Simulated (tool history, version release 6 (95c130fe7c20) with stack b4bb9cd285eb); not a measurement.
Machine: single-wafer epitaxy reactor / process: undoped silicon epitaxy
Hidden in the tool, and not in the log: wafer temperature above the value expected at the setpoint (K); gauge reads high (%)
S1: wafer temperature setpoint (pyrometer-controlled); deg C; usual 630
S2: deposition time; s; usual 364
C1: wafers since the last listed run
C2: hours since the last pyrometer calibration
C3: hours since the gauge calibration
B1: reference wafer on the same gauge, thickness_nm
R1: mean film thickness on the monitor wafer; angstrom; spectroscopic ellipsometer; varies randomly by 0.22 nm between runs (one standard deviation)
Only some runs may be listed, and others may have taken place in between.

run	hour	S1	S2	C1	C2	C3	B1	R1
1	0.0	620	364	0	622.1	208.6	42.175	336.28
2	67.0	620	364	434	689.1	275.6	42.344	334.83
3	106.8	620	364	257	728.9	315.4	42.337	335.89
4	214.7	630	382	699	836.8	423.3	42.368	430.88
5	274.1	630	382	384	896.2	482.7	42.314	433.40
6	308.6	630	382	223	930.7	517.2	42.327	434.29
7	338.5	630	364	193	960.6	547.1	42.212	417.75
8	375.5	630	364	239	997.6	584.1	42.304	415.84
9	427.8	630	364	338	1049.9	636.4	42.303	413.71
10	488.2	630	364	391	1110.3	696.8	42.319	416.03
11	558.6	630	364	456	1180.7	767.2	42.281	418.82
12	594.8	630	364	234	1216.9	803.4	42.334	414.91
13	687.2	630	364	598	1309.3	895.8	42.294	420.30
14	719.6	630	364	209	1341.7	928.2	42.312	422.96
15	790.8	630	364	461	1412.9	999.4	42.232	418.42
16	828.8	623	364	246	1450.9	1037.4	42.310	363.27
17	876.9	634	343	311	1499.0	1085.5	42.353	428.60
# hour 906.8: pyrometer calibrated
18	916.5	642	407	204	9.7	1125.1	42.142	586.73
19	986.0	622	364	450	79.2	1194.6	42.339	348.78
20	1012.0	630	364	168	105.2	1220.6	42.236	411.56
21	1037.6	630	364	165	130.8	1246.2	42.208	408.12
22	1061.8	638	326	156	155.0	1270.4	42.341	431.19
23	1086.9	630	364	162	180.1	1295.5	42.406	412.79
24	1145.8	630	408	381	239.0	1354.4	42.385	462.39
# hour 1162.7: gauge calibrated
25	1191.3	624	428	294	284.5	28.6	42.290	430.76
26	1224.0	619	410	211	317.2	61.3	42.401	370.16
27	1272.4	630	364	313	365.6	109.7	42.249	414.59
28	1329.2	637	420	368	422.4	166.5	42.442	545.82
29	1400.5	621	364	462	493.7	237.8	42.263	340.79
30	1426.9	617	322	171	520.1	264.2	42.246	275.91
31	1457.3	630	319	196	550.5	294.6	42.296	357.75
32	1563.3	617	409	686	656.5	400.6	42.266	351.32
33	1591.8	630	343	184	685.0	429.1	42.315	390.06

Hidden condition of the tool, last listed run before each entry between runs versus first listed run after:
From run 17 to run 18: pyrometer calibrated (hour 906.8)
  wafer temperature above the value expected at the setpoint (K): 1.44 -> 0.111
  the result without the hidden state subtracted from the measured one, R1: +12.12 -> +1.27 angstrom
From run 24 to run 25: gauge calibrated (hour 1162.7)
  wafer temperature above the value expected at the setpoint (K): 0.314 -> 0.354
  the result without the hidden state subtracted from the measured one, R1: +2.91 -> +3.09 angstrom
